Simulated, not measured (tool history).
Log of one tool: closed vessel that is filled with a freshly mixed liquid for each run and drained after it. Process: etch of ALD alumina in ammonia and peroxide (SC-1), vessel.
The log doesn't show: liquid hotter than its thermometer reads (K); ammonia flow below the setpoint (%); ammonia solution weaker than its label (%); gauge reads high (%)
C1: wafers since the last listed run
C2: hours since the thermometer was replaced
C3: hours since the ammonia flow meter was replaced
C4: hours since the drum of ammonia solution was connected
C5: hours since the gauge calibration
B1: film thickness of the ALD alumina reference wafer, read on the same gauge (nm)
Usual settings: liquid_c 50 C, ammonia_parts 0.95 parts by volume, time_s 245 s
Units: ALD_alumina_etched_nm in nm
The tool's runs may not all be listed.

{"run": 1, "hour": 0.0, "liquid_c": 57, "ammonia_parts": 0.95, "time_s": 245, "C1": 0, "C2": 519.8, "C3": 797, "C4": 329.7, "C5": 54, "B1": 40.01, "ALD_alumina_etched_nm": 24.73}
{"hour": 39.7, "done": "ammonia flow meter replaced"}
{"run": 2, "hour": 40.9, "liquid_c": 57, "ammonia_parts": 0.95, "time_s": 245, "C1": 4256, "C2": 560.7, "C3": 1.2, "C4": 370.6, "C5": 94.9, "B1": 39.97, "ALD_alumina_etched_nm": 24.78}
{"run": 3, "hour": 83.7, "liquid_c": 47.5, "ammonia_parts": 0.95, "time_s": 245, "C1": 4565, "C2": 603.5, "C3": 44, "C4": 413.4, "C5": 137.7, "B1": 40, "ALD_alumina_etched_nm": 14.87}
{"hour": 104.1, "done": "new drum of ammonia solution connected"}
{"run": 4, "hour": 162.1, "liquid_c": 50, "ammonia_parts": 0.95, "time_s": 210, "C1": 8257, "C2": 681.9, "C3": 122.4, "C4": 58, "C5": 216.1, "B1": 39.95, "ALD_alumina_etched_nm": 14.69}
{"run": 5, "hour": 231.3, "liquid_c": 50, "ammonia_parts": 0.95, "time_s": 210, "C1": 7382, "C2": 751.1, "C3": 191.6, "C4": 127.2, "C5": 285.3, "B1": 40.01, "ALD_alumina_etched_nm": 14.73}
{"run": 6, "hour": 307.2, "liquid_c": 50, "ammonia_parts": 0.95, "time_s": 210, "C1": 8097, "C2": 827, "C3": 267.5, "C4": 203.1, "C5": 361.2, "B1": 40.01, "ALD_alumina_etched_nm": 14.73}
{"run": 7, "hour": 391.4, "liquid_c": 50, "ammonia_parts": 0.95, "time_s": 245, "C1": 8982, "C2": 911.2, "C3": 351.7, "C4": 287.3, "C5": 445.4, "B1": 40.02, "ALD_alumina_etched_nm": 17.16}
{"run": 8, "hour": 471.1, "liquid_c": 50, "ammonia_parts": 0.95, "time_s": 245, "C1": 8502, "C2": 990.9, "C3": 431.4, "C4": 367, "C5": 525.1, "B1": 39.98, "ALD_alumina_etched_nm": 17.08}
{"run": 9, "hour": 544.0, "liquid_c": 50, "ammonia_parts": 0.8, "time_s": 205, "C1": 7777, "C2": 1063.8, "C3": 504.3, "C4": 439.9, "C5": 598, "B1": 40.02, "ALD_alumina_etched_nm": 14.13}
{"run": 10, "hour": 633.3, "liquid_c": 50, "ammonia_parts": 0.8, "time_s": 205, "C1": 9526, "C2": 1153.1, "C3": 593.6, "C4": 529.2, "C5": 687.3, "B1": 39.95, "ALD_alumina_etched_nm": 14.12}
{"hour": 667.5, "done": "new drum of ammonia solution connected"}
{"run": 11, "hour": 672.8, "liquid_c": 50, "ammonia_parts": 0.95, "time_s": 245, "C1": 4107, "C2": 1192.6, "C3": 633.1, "C4": 5.3, "C5": 726.8, "B1": 39.98, "ALD_alumina_etched_nm": 17.21}
{"run": 12, "hour": 771.7, "liquid_c": 50, "ammonia_parts": 0.95, "time_s": 245, "C1": 10550, "C2": 1291.5, "C3": 732, "C4": 104.2, "C5": 825.7, "B1": 39.99, "ALD_alumina_etched_nm": 17.3}
{"run": 13, "hour": 839.6, "liquid_c": 50, "ammonia_parts": 0.95, "time_s": 365, "C1": 7243, "C2": 1359.4, "C3": 799.9, "C4": 172.1, "C5": 893.6, "B1": 39.96, "ALD_alumina_etched_nm": 26.02}
{"hour": 885.5, "done": "thermometer replaced"}
{"hour": 901.6, "done": "ammonia flow meter replaced"}
{"run": 14, "hour": 929.5, "liquid_c": 50, "ammonia_parts": 0.95, "time_s": 245, "C1": 9377, "C2": 44, "C3": 27.9, "C4": 262, "C5": 983.5, "B1": 40.02, "ALD_alumina_etched_nm": 16.85}
{"hour": 939.0, "done": "gauge calibrated"}
{"run": 15, "hour": 1018.0, "liquid_c": 50, "ammonia_parts": 0.65, "time_s": 245, "C1": 9441, "C2": 132.5, "C3": 116.4, "C4": 350.5, "C5": 79, "B1": 39.97, "ALD_alumina_etched_nm": 16.17}
{"run": 16, "hour": 1086.6, "liquid_c": 50, "ammonia_parts": 0.95, "time_s": 210, "C1": 7318, "C2": 201.1, "C3": 185, "C4": 419.1, "C5": 147.6, "B1": 40, "ALD_alumina_etched_nm": 14.31}
{"run": 17, "hour": 1137.7, "liquid_c": 50, "ammonia_parts": 0.95, "time_s": 315, "C1": 5451, "C2": 252.2, "C3": 236.1, "C4": 470.2, "C5": 198.7, "B1": 40.01, "ALD_alumina_etched_nm": 21.79}
{"run": 18, "hour": 1181.5, "liquid_c": 55, "ammonia_parts": 0.8, "time_s": 330, "C1": 4672, "C2": 296, "C3": 279.9, "C4": 514, "C5": 242.5, "B1": 40.01, "ALD_alumina_etched_nm": 29.48}
{"hour": 1203.6, "done": "new drum of ammonia solution connected"}
{"run": 19, "hour": 1234.1, "liquid_c": 55.5, "ammonia_parts": 0.95, "time_s": 245, "C1": 5504, "C2": 348.6, "C3": 332.5, "C4": 30.5, "C5": 295.1, "B1": 40.02, "ALD_alumina_etched_nm": 22.73}
{"run": 20, "hour": 1314.2, "liquid_c": 44, "ammonia_parts": 1.2, "time_s": 180, "C1": 8545, "C2": 428.7, "C3": 412.6, "C4": 110.6, "C5": 375.2, "B1": 39.99, "ALD_alumina_etched_nm": 9.23}
{"run": 21, "hour": 1359.6, "liquid_c": 45, "ammonia_parts": 1.2, "time_s": 385, "C1": 4843, "C2": 474.1, "C3": 458, "C4": 156, "C5": 420.6, "B1": 39.96, "ALD_alumina_etched_nm": 20.53}
{"run": 22, "hour": 1421.3, "liquid_c": 55, "ammonia_parts": 0.95, "time_s": 115, "C1": 6582, "C2": 535.8, "C3": 519.7, "C4": 217.7, "C5": 482.3, "B1": 39.99, "ALD_alumina_etched_nm": 10.49}
{"run": 23, "hour": 1487.5, "liquid_c": 57.5, "ammonia_parts": 0.95, "time_s": 105, "C1": 7062, "C2": 602, "C3": 585.9, "C4": 283.9, "C5": 548.5, "B1": 39.99, "ALD_alumina_etched_nm": 10.78}
{"run": 24, "hour": 1581.5, "liquid_c": 50, "ammonia_parts": 1.1, "time_s": 245, "C1": 10028, "C2": 696, "C3": 679.9, "C4": 377.9, "C5": 642.5, "B1": 40.04, "ALD_alumina_etched_nm": 17.44}

The same runs without the tool's hidden state, with the same run-to-run variation:
run=1 ALD_alumina_etched_nm=24.36
run=2 ALD_alumina_etched_nm=24.38
run=3 ALD_alumina_etched_nm=14.6
run=4 ALD_alumina_etched_nm=14.38
run=5 ALD_alumina_etched_nm=14.4
run=6 ALD_alumina_etched_nm=14.36
run=7 ALD_alumina_etched_nm=16.69
run=8 ALD_alumina_etched_nm=16.59
run=9 ALD_alumina_etched_nm=13.69
run=10 ALD_alumina_etched_nm=13.64
run=11 ALD_alumina_etched_nm=16.6
run=12 ALD_alumina_etched_nm=16.64
run=13 ALD_alumina_etched_nm=24.97
run=14 ALD_alumina_etched_nm=16.78
run=15 ALD_alumina_etched_nm=16.06
run=16 ALD_alumina_etched_nm=14.18
run=17 ALD_alumina_etched_nm=21.55
run=18 ALD_alumina_etched_nm=29.14
run=19 ALD_alumina_etched_nm=22.43
run=20 ALD_alumina_etched_nm=9.08
run=21 ALD_alumina_etched_nm=20.16
run=22 ALD_alumina_etched_nm=10.3
run=23 ALD_alumina_etched_nm=10.56
run=24 ALD_alumina_etched_nm=17.02
